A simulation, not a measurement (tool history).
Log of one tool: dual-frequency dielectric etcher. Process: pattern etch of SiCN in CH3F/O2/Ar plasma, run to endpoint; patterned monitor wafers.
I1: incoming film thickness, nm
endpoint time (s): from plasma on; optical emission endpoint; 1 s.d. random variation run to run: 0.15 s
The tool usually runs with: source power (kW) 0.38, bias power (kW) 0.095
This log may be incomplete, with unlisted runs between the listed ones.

run 1 hour=0 | source_power_(kW)=0.38 bias_power_(kW)=0.095 | I1=10.63 | endpoint_time_(s)=27.9
run 2 hour=35.7 | source_power_(kW)=0.38 bias_power_(kW)=0.095 | I1=10.65 | endpoint_time_(s)=28
run 3 hour=68.6 | source_power_(kW)=0.38 bias_power_(kW)=0.095 | I1=10.67 | endpoint_time_(s)=28.3
run 4 hour=98.1 | source_power_(kW)=0.38 bias_power_(kW)=0.095 | I1=10.73 | endpoint_time_(s)=28.3
run 5 hour=124.4 | source_power_(kW)=0.38 bias_power_(kW)=0.095 | I1=10.78 | endpoint_time_(s)=28.7
run 6 hour=154 | source_power_(kW)=0.41 bias_power_(kW)=0.095 | I1=10.78 | endpoint_time_(s)=27.9
run 7 hour=184.4 | source_power_(kW)=0.41 bias_power_(kW)=0.095 | I1=10.88 | endpoint_time_(s)=28.3
run 8 hour=218.6 | source_power_(kW)=0.38 bias_power_(kW)=0.095 | I1=10.75 | endpoint_time_(s)=28.9
run 9 hour=278 | source_power_(kW)=0.38 bias_power_(kW)=0.095 | I1=10.76 | endpoint_time_(s)=28.9
run 10 hour=313.3 | source_power_(kW)=0.38 bias_power_(kW)=0.083 | I1=10.67 | endpoint_time_(s)=31.3
run 11 hour=329.9 | source_power_(kW)=0.38 bias_power_(kW)=0.083 | I1=10.69 | endpoint_time_(s)=31.2
run 12 hour=348.4 | source_power_(kW)=0.38 bias_power_(kW)=0.083 | I1=10.64 | endpoint_time_(s)=31.2
-- hour=396.4 wet clean of the chamber
run 13 hour=396.9 | source_power_(kW)=0.38 bias_power_(kW)=0.089 | I1=10.74 | endpoint_time_(s)=29.3
run 14 hour=400.4 | source_power_(kW)=0.38 bias_power_(kW)=0.078 | I1=10.72 | endpoint_time_(s)=31.8
-- hour=412.1 source power generator calibrated
-- hour=435.2 upper electrode replaced
run 15 hour=435.7 | source_power_(kW)=0.32 bias_power_(kW)=0.107 | I1=10.78 | endpoint_time_(s)=28.8
run 16 hour=443.1 | source_power_(kW)=0.47 bias_power_(kW)=0.082 | I1=10.79 | endpoint_time_(s)=28.1
run 17 hour=477.7 | source_power_(kW)=0.38 bias_power_(kW)=0.095 | I1=10.66 | endpoint_time_(s)=28.2
run 18 hour=508.1 | source_power_(kW)=0.47 bias_power_(kW)=0.095 | I1=10.66 | endpoint_time_(s)=25.7
-- hour=514.2 bias power generator calibrated
run 19 hour=521.2 | source_power_(kW)=0.33 bias_power_(kW)=0.076 | I1=10.61 | endpoint_time_(s)=34.5
run 20 hour=539.5 | source_power_(kW)=0.3 bias_power_(kW)=0.095 | I1=10.67 | endpoint_time_(s)=31.9
run 21 hour=573.1 | source_power_(kW)=0.46 bias_power_(kW)=0.074 | I1=10.73 | endpoint_time_(s)=30
run 22 hour=598.5 | source_power_(kW)=0.38 bias_power_(kW)=0.112 | I1=10.6 | endpoint_time_(s)=26
run 23 hour=619.1 | source_power_(kW)=0.38 bias_power_(kW)=0.078 | I1=10.69 | endpoint_time_(s)=32.3
run 24 hour=645.3 | source_power_(kW)=0.47 bias_power_(kW)=0.102 | I1=10.64 | endpoint_time_(s)=25.1
run 25 hour=665 | source_power_(kW)=0.35 bias_power_(kW)=0.11 | I1=10.61 | endpoint_time_(s)=27.3
run 26 hour=692.2 | source_power_(kW)=0.46 bias_power_(kW)=0.095 | I1=10.73 | endpoint_time_(s)=26.4
run 27 hour=726.5 | source_power_(kW)=0.44 bias_power_(kW)=0.106 | I1=10.52 | endpoint_time_(s)=25.1
run 28 hour=755.7 | source_power_(kW)=0.41 bias_power_(kW)=0.102 | I1=10.7 | endpoint_time_(s)=27
run 29 hour=769.3 | source_power_(kW)=0.38 bias_power_(kW)=0.095 | I1=10.76 | endpoint_time_(s)=29.2

Consider 4 possible next runs. They are alternatives, not a sequence: every one starts from the tool as it was left by run 29. What does each give?
run A hour=769.7 | source_power_(kW)=0.38 bias_power_(kW)=0.095 | I1=10.75 | endpoint_time_(s)=?
run B hour=769.7 | source_power_(kW)=0.34 bias_power_(kW)=0.089 | I1=10.75 | endpoint_time_(s)=?
run C hour=769.7 | source_power_(kW)=0.29 bias_power_(kW)=0.101 | I1=10.75 | endpoint_time_(s)=?
run D hour=769.7 | source_power_(kW)=0.34 bias_power_(kW)=0.083 | I1=10.75 | endpoint_time_(s)=?

run=A endpoint_time_(s)=29.2
run=B endpoint_time_(s)=32
run=C endpoint_time_(s)=32
run=D endpoint_time_(s)=33.4
Stripped of hidden state, with their random variation kept, the same runs would have yielded:
run=A endpoint_time_(s)=28.2
run=B endpoint_time_(s)=30.9
run=C endpoint_time_(s)=30.9
run=D endpoint_time_(s)=32.2

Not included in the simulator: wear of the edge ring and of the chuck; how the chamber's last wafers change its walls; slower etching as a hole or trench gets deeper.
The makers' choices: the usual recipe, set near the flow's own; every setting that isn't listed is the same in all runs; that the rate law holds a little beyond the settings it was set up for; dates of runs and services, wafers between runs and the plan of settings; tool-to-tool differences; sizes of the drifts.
